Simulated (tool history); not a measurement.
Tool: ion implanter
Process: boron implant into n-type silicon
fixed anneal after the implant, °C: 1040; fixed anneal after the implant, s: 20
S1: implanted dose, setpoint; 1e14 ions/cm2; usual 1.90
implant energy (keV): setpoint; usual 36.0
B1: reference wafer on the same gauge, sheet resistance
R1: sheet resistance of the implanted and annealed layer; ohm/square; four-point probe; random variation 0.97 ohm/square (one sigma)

{"run": 1, "hour": 0.0, "S1": 2.02, "implant energy (keV)": 36.0, "B1": 408.0, "R1": 435.35}
{"run": 2, "hour": 17.1, "S1": 1.9, "implant energy (keV)": 36.0, "B1": 407.96, "R1": 457.67}
{"run": 3, "hour": 103.0, "S1": 1.9, "implant energy (keV)": 36.0, "B1": 408.04, "R1": 457.18}
{"run": 4, "hour": 130.5, "S1": 1.9, "implant energy (keV)": 36.0, "B1": 408.13, "R1": 457.3}
{"run": 5, "hour": 155.9, "S1": 1.9, "implant energy (keV)": 36.0, "B1": 407.78, "R1": 456.78}
{"run": 6, "hour": 187.4, "S1": 1.9, "implant energy (keV)": 36.0, "B1": 407.95, "R1": 459.24}
{"run": 7, "hour": 204.5, "S1": 1.9, "implant energy (keV)": 36.0, "B1": 407.83, "R1": 457.1}
{"run": 8, "hour": 228.0, "S1": 1.9, "implant energy (keV)": 36.0, "B1": 407.74, "R1": 456.98}
{"run": 9, "hour": 245.2, "S1": 1.9, "implant energy (keV)": 36.0, "B1": 407.82, "R1": 458.01}
{"hour": 265.9, "done": "Faraday cup replaced and dose calibrated"}
{"run": 10, "hour": 266.4, "S1": 1.9, "implant energy (keV)": 36.0, "B1": 408.08, "R1": 467.93}
{"run": 11, "hour": 279.9, "S1": 1.9, "implant energy (keV)": 36.0, "B1": 407.82, "R1": 465.66}
{"hour": 292.3, "done": "gauge calibrated"}
{"run": 12, "hour": 297.0, "S1": 1.9, "implant energy (keV)": 36.0, "B1": 407.79, "R1": 469.0}
{"run": 13, "hour": 324.3, "S1": 1.9, "implant energy (keV)": 36.0, "B1": 407.87, "R1": 468.44}
{"run": 14, "hour": 349.5, "S1": 2.41, "implant energy (keV)": 30.0, "B1": 407.93, "R1": 398.0}
{"hour": 360.0, "done": "Faraday cup replaced and dose calibrated, repeated, since the last time left the tool worse"}
{"run": 15, "hour": 451.3, "S1": 2.29, "implant energy (keV)": 43.5, "B1": 407.56, "R1": 377.38}
{"run": 16, "hour": 472.8, "S1": 2.2, "implant energy (keV)": 40.5, "B1": 407.94, "R1": 392.01}
{"hour": 501.7, "done": "extraction supply calibrated"}
{"run": 17, "hour": 502.2, "S1": 1.9, "implant energy (keV)": 36.0, "B1": 408.49, "R1": 446.01}
{"run": 18, "hour": 529.8, "S1": 1.35, "implant energy (keV)": 44.0, "B1": 408.33, "R1": 559.38}
{"run": 19, "hour": 555.7, "S1": 2.06, "implant energy (keV)": 25.5, "B1": 408.07, "R1": 440.1}
{"run": 20, "hour": 579.2, "S1": 1.9, "implant energy (keV)": 36.0, "B1": 408.0, "R1": 449.0}
{"run": 21, "hour": 595.9, "S1": 1.9, "implant energy (keV)": 46.0, "B1": 408.08, "R1": 433.24}
{"run": 22, "hour": 627.2, "S1": 1.9, "implant energy (keV)": 30.5, "B1": 408.18, "R1": 456.82}
{"run": 23, "hour": 671.8, "S1": 1.9, "implant energy (keV)": 36.0, "B1": 408.15, "R1": 448.5}
{"run": 24, "hour": 707.1, "S1": 2.06, "implant energy (keV)": 25.5, "B1": 408.1, "R1": 440.41}
{"run": 25, "hour": 736.2, "S1": 1.9, "implant energy (keV)": 24.5, "B1": 408.16, "R1": 472.21}
{"run": 26, "hour": 756.0, "S1": 1.37, "implant energy (keV)": 33.0, "B1": 408.49, "R1": 582.05}

3 ways to go on from here, each from the tool as it stands after run 26. What would each give?
{"run": "A", "hour": 756.4, "S1": 2.22, "implant energy (keV)": 36.0, "B1": "?", "R1": "?"}
{"run": "B", "hour": 756.4, "S1": 2.47, "implant energy (keV)": 36.0, "B1": "?", "R1": "?"}
{"run": "C", "hour": 756.4, "S1": 1.62, "implant energy (keV)": 41.5, "B1": "?", "R1": "?"}

run=A B1=408.07 R1=399.26
run=B B1=408.07 R1=367.07
run=C B1=408.07 R1=497.69
Without the tool's hidden state the same runs would have given:
run=A R1=395.35
run=B R1=363.43
run=C R1=493.06

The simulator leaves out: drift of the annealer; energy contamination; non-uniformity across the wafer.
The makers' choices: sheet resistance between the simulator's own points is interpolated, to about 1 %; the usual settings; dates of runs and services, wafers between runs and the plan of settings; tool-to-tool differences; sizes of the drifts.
